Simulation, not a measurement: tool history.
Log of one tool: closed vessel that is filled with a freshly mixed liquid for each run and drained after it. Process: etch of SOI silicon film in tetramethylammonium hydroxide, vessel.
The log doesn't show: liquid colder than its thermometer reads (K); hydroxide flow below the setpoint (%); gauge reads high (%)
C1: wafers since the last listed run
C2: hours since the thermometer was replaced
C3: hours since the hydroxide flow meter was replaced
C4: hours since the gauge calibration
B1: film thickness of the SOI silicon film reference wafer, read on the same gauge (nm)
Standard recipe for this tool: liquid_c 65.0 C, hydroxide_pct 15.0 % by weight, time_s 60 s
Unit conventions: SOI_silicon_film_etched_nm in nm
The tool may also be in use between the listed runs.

run 1 day=0.000 | liquid_c=65.0 hydroxide_pct=15.0 time_s=60 | C1=0 C2=1303.7 C3=517.9 C4=387.4 | B1=150.00 | SOI_silicon_film_etched_nm=249.02
run 2 day=2.696 | liquid_c=65.0 hydroxide_pct=15.0 time_s=60 | C1=7439 C2=1368.4 C3=582.6 C4=452.1 | B1=149.98 | SOI_silicon_film_etched_nm=245.64
run 3 day=4.662 | liquid_c=65.0 hydroxide_pct=15.0 time_s=60 | C1=5427 C2=1415.6 C3=629.8 C4=499.3 | B1=150.00 | SOI_silicon_film_etched_nm=245.13
run 4 day=5.696 | liquid_c=65.0 hydroxide_pct=15.0 time_s=60 | C1=2851 C2=1440.4 C3=654.6 C4=524.1 | B1=150.00 | SOI_silicon_film_etched_nm=241.04
run 5 day=8.508 | liquid_c=65.0 hydroxide_pct=15.0 time_s=60 | C1=7761 C2=1507.9 C3=722.1 C4=591.6 | B1=150.01 | SOI_silicon_film_etched_nm=242.82
run 6 day=9.850 | liquid_c=65.0 hydroxide_pct=15.0 time_s=60 | C1=3702 C2=1540.1 C3=754.3 C4=623.8 | B1=150.00 | SOI_silicon_film_etched_nm=239.55
run 7 day=14.788 | liquid_c=65.0 hydroxide_pct=15.0 time_s=60 | C1=13625 C2=1658.6 C3=872.8 C4=742.3 | B1=149.98 | SOI_silicon_film_etched_nm=245.10
run 8 day=16.867 | liquid_c=65.0 hydroxide_pct=12.5 time_s=60 | C1=5737 C2=1708.5 C3=922.7 C4=792.2 | B1=149.99 | SOI_silicon_film_etched_nm=260.12
run 9 day=18.283 | liquid_c=65.0 hydroxide_pct=15.0 time_s=60 | C1=3909 C2=1742.5 C3=956.7 C4=826.2 | B1=149.99 | SOI_silicon_film_etched_nm=239.61
run 10 day=19.875 | liquid_c=61.5 hydroxide_pct=15.0 time_s=60 | C1=4392 C2=1780.7 C3=994.9 C4=864.4 | B1=149.98 | SOI_silicon_film_etched_nm=191.48
-- day=20.504 hydroxide flow meter replaced
run 11 day=22.275 | liquid_c=65.0 hydroxide_pct=15.0 time_s=60 | C1=6507 C2=1838.3 C3=42.5 C4=922.0 | B1=150.02 | SOI_silicon_film_etched_nm=234.59
run 12 day=24.721 | liquid_c=62.0 hydroxide_pct=19.0 time_s=60 | C1=6749 C2=1897.0 C3=101.2 C4=980.7 | B1=150.00 | SOI_silicon_film_etched_nm=182.46
-- day=26.592 gauge calibrated
run 13 day=27.396 | liquid_c=61.0 hydroxide_pct=15.0 time_s=60 | C1=7381 C2=1961.2 C3=165.4 C4=19.3 | B1=150.01 | SOI_silicon_film_etched_nm=185.63
-- day=28.008 thermometer replaced
run 14 day=30.050 | liquid_c=65.0 hydroxide_pct=15.0 time_s=60 | C1=7209 C2=49.0 C3=229.1 C4=83.0 | B1=150.00 | SOI_silicon_film_etched_nm=275.84
run 15 day=32.346 | liquid_c=60.0 hydroxide_pct=15.0 time_s=60 | C1=6335 C2=104.1 C3=284.2 C4=138.1 | B1=150.00 | SOI_silicon_film_etched_nm=200.10
run 16 day=33.388 | liquid_c=62.5 hydroxide_pct=18.5 time_s=45 | C1=2874 C2=129.1 C3=309.2 C4=163.1 | B1=150.01 | SOI_silicon_film_etched_nm=159.69
run 17 day=36.150 | liquid_c=60.5 hydroxide_pct=11.5 time_s=60 | C1=7623 C2=195.4 C3=375.5 C4=229.4 | B1=149.99 | SOI_silicon_film_etched_nm=232.63

Here are 4 independent what-if runs from the current tool condition. What would each one return?
run A day=36.179 | liquid_c=65.0 hydroxide_pct=15.0 time_s=60 | C1=80 C2=196.1 C3=376.2 C4=230.1 | B1=? | SOI_silicon_film_etched_nm=?
run B day=36.179 | liquid_c=58.0 hydroxide_pct=12.0 time_s=60 | C1=80 C2=196.1 C3=376.2 C4=230.1 | B1=? | SOI_silicon_film_etched_nm=?
run C day=36.179 | liquid_c=62.0 hydroxide_pct=15.0 time_s=50 | C1=80 C2=196.1 C3=376.2 C4=230.1 | B1=? | SOI_silicon_film_etched_nm=?
run D day=36.179 | liquid_c=58.5 hydroxide_pct=17.5 time_s=45 | C1=80 C2=196.1 C3=376.2 C4=230.1 | B1=? | SOI_silicon_film_etched_nm=?

run=A B1=149.99 SOI_silicon_film_etched_nm=275.75
run=B B1=149.99 SOI_silicon_film_etched_nm=198.88
run=C B1=149.99 SOI_silicon_film_etched_nm=191.31
run=D B1=149.99 SOI_silicon_film_etched_nm=131.05
Without the tool's hidden state the same runs would have given:
run=A SOI_silicon_film_etched_nm=280.29
run=B SOI_silicon_film_etched_nm=202.32
run=C SOI_silicon_film_etched_nm=194.52
run=D SOI_silicon_film_etched_nm=133.32
